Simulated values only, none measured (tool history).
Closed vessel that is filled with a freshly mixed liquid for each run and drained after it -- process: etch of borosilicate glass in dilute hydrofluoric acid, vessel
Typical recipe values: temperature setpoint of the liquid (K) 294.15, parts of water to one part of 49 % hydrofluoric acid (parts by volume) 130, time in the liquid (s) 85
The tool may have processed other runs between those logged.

| run | hour | temperature setpoint of the liquid (K) | parts of water to one part of 49 % hydrofluoric acid (parts by volume) | time in the liquid (s) | read-back film thickness of the borosilicate glass reference wafer, read on the same gauge (nm) | thickness taken off the borosilicate glass on a monitor wafer (angstrom) |
|---|---|---|---|---|---|---|
| 1 | 0 | 294.15 | 130 | 85 | 129.53 | 192.8 |
| 2 | 84.3 | 294.15 | 130 | 85 | 129.14 | 196 |
| 3 | 136 | 294.15 | 130 | 85 | 128.81 | 191.9 |
| 4 | 210.4 | 294.15 | 130 | 85 | 128.33 | 192 |
| 5 | 278.6 | 294.15 | 130 | 85 | 127.82 | 191.3 |
| 6 | 337.7 | 293.15 | 130 | 85 | 127.29 | 182.4 |
| 7 | 386.7 | 294.15 | 130 | 85 | 126.83 | 191.5 |
|  | 389 | gauge calibrated |
|  | 399.6 | hydrofluoric acid flow meter replaced |
| 8 | 446.8 | 294.15 | 65 | 110 | 130.09 | 541.5 |
| 9 | 527.8 | 291.65 | 130 | 85 | 129.98 | 175.8 |
|  | 577.1 | thermometer replaced |
| 10 | 585.5 | 294.15 | 130 | 85 | 129.82 | 192.9 |

What does the tool deliver on the next run?
| 11 | 679.8 | 294.15 | 170 | 85 | ? | ? |

{"run 11": {"read-back film thickness of the borosilicate glass reference wafer, read on the same gauge (nm)": 129.48, "thickness taken off the borosilicate glass on a monitor wafer (angstrom)": 142.2}}
On a tool with no hidden condition, and with the same random variation, this run would have come out at thickness taken off the borosilicate glass on a monitor wafer (angstrom) 142.8.

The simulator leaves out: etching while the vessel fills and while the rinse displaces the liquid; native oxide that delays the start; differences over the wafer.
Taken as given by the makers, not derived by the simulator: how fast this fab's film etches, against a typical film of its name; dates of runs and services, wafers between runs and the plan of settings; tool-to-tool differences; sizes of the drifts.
